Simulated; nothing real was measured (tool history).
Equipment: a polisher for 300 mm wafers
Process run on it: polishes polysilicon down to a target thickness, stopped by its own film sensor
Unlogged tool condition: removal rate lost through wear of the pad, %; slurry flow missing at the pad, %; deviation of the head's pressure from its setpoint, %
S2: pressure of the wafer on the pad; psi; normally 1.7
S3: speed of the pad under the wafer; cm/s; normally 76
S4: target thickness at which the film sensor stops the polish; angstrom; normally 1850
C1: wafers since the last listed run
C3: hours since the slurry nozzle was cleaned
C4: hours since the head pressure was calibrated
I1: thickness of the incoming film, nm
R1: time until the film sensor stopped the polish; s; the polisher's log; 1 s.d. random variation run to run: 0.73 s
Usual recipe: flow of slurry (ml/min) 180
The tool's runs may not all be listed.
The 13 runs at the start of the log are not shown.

-- hour=301.5 worn pad replaced by a new one
run 14 hour=331 | flow_of_slurry_(ml/min)=180 S2=1.7 S3=66 S4=2640 | C1=156 wafers_polished_on_this_pad=155 C3=374.4 C4=700 | I1=508.7 | R1=69.2
run 15 hour=346.3 | flow_of_slurry_(ml/min)=180 S2=1.7 S3=66 S4=2640 | C1=80 wafers_polished_on_this_pad=236 C3=389.7 C4=715.3 | I1=513.8 | R1=71.8
run 16 hour=362 | flow_of_slurry_(ml/min)=180 S2=1.7 S3=76 S4=1850 | C1=82 wafers_polished_on_this_pad=319 C3=405.4 C4=731 | I1=506.3 | R1=82.7
run 17 hour=378.4 | flow_of_slurry_(ml/min)=180 S2=1.7 S3=76 S4=1850 | C1=86 wafers_polished_on_this_pad=405 C3=421.8 C4=747.4 | I1=509.3 | R1=84.1
run 18 hour=439.1 | flow_of_slurry_(ml/min)=120 S2=1.7 S3=96 S4=2700 | C1=320 wafers_polished_on_this_pad=726 C3=482.5 C4=808.1 | I1=510.4 | R1=51.4
run 19 hour=458.2 | flow_of_slurry_(ml/min)=155 S2=1.7 S3=76 S4=1850 | C1=100 wafers_polished_on_this_pad=827 C3=501.6 C4=827.2 | I1=511.3 | R1=88.5
-- hour=494.3 worn pad replaced by a new one
run 20 hour=496.4 | flow_of_slurry_(ml/min)=180 S2=1.7 S3=92 S4=1510 | C1=180 wafers_polished_on_this_pad=10 C3=539.8 C4=865.4 | I1=509.3 | R1=71.2
run 21 hour=547.9 | flow_of_slurry_(ml/min)=180 S2=1.9 S3=76 S4=2820 | C1=271 wafers_polished_on_this_pad=282 C3=591.3 C4=916.9 | I1=505.9 | R1=52.1
run 22 hour=562.2 | flow_of_slurry_(ml/min)=180 S2=1.7 S3=76 S4=1850 | C1=75 wafers_polished_on_this_pad=358 C3=605.6 C4=931.2 | I1=508.7 | R1=82.3
run 23 hour=594.1 | flow_of_slurry_(ml/min)=180 S2=1.7 S3=76 S4=1850 | C1=168 wafers_polished_on_this_pad=526 C3=637.5 C4=963.1 | I1=509.7 | R1=83.5
run 24 hour=611.7 | flow_of_slurry_(ml/min)=180 S2=1.7 S3=76 S4=1850 | C1=92 wafers_polished_on_this_pad=619 C3=655.1 C4=980.7 | I1=501.5 | R1=82.7
-- hour=637.3 head pressure recalibrated
run 25 hour=640.7 | flow_of_slurry_(ml/min)=180 S2=1.9 S3=76 S4=1850 | C1=142 wafers_polished_on_this_pad=762 C3=684.1 C4=3.4 | I1=501.5 | R1=74.9
-- hour=646.2 slurry nozzle cleaned
run 26 hour=652.7 | flow_of_slurry_(ml/min)=180 S2=1.7 S3=84 S4=1410 | C1=58 wafers_polished_on_this_pad=820 C3=6.5 C4=15.4 | I1=506.5 | R1=87.9
-- hour=659.4 worn pad replaced by a new one
run 27 hour=683.9 | flow_of_slurry_(ml/min)=180 S2=2.3 S3=94 S4=1850 | C1=143 wafers_polished_on_this_pad=129 C3=37.7 C4=46.6 | I1=508.5 | R1=49.4
run 28 hour=703.9 | flow_of_slurry_(ml/min)=200 S2=1.7 S3=76 S4=1850 | C1=105 wafers_polished_on_this_pad=235 C3=57.7 C4=66.6 | I1=503.9 | R1=79.7
run 29 hour=718.5 | flow_of_slurry_(ml/min)=180 S2=1.5 S3=94 S4=1850 | C1=77 wafers_polished_on_this_pad=312 C3=72.3 C4=81.2 | I1=514.5 | R1=76.5
run 30 hour=817.8 | flow_of_slurry_(ml/min)=130 S2=2.2 S3=64 S4=2410 | C1=524 wafers_polished_on_this_pad=836 C3=171.6 C4=180.5 | I1=513 | R1=70.1

Forecast each of these 3 alternatives for the next run:
run A hour=818.3 | flow_of_slurry_(ml/min)=180 S2=1.7 S3=76 S4=1850 | C1=2 wafers_polished_on_this_pad=839 C3=172.1 C4=181 | I1=507.4 | R1=?
run B hour=818.3 | flow_of_slurry_(ml/min)=235 S2=2 S3=66 S4=1080 | C1=2 wafers_polished_on_this_pad=839 C3=172.1 C4=181 | I1=507.4 | R1=?
run C hour=818.3 | flow_of_slurry_(ml/min)=180 S2=1.7 S3=86 S4=1850 | C1=2 wafers_polished_on_this_pad=839 C3=172.1 C4=181 | I1=507.4 | R1=?

run=A R1=85.1
run=B R1=101.8
run=C R1=75.2
What these runs would have given with no unlogged condition in the tool:
run=A R1=74.1
run=B R1=88.6
run=C R1=65.5

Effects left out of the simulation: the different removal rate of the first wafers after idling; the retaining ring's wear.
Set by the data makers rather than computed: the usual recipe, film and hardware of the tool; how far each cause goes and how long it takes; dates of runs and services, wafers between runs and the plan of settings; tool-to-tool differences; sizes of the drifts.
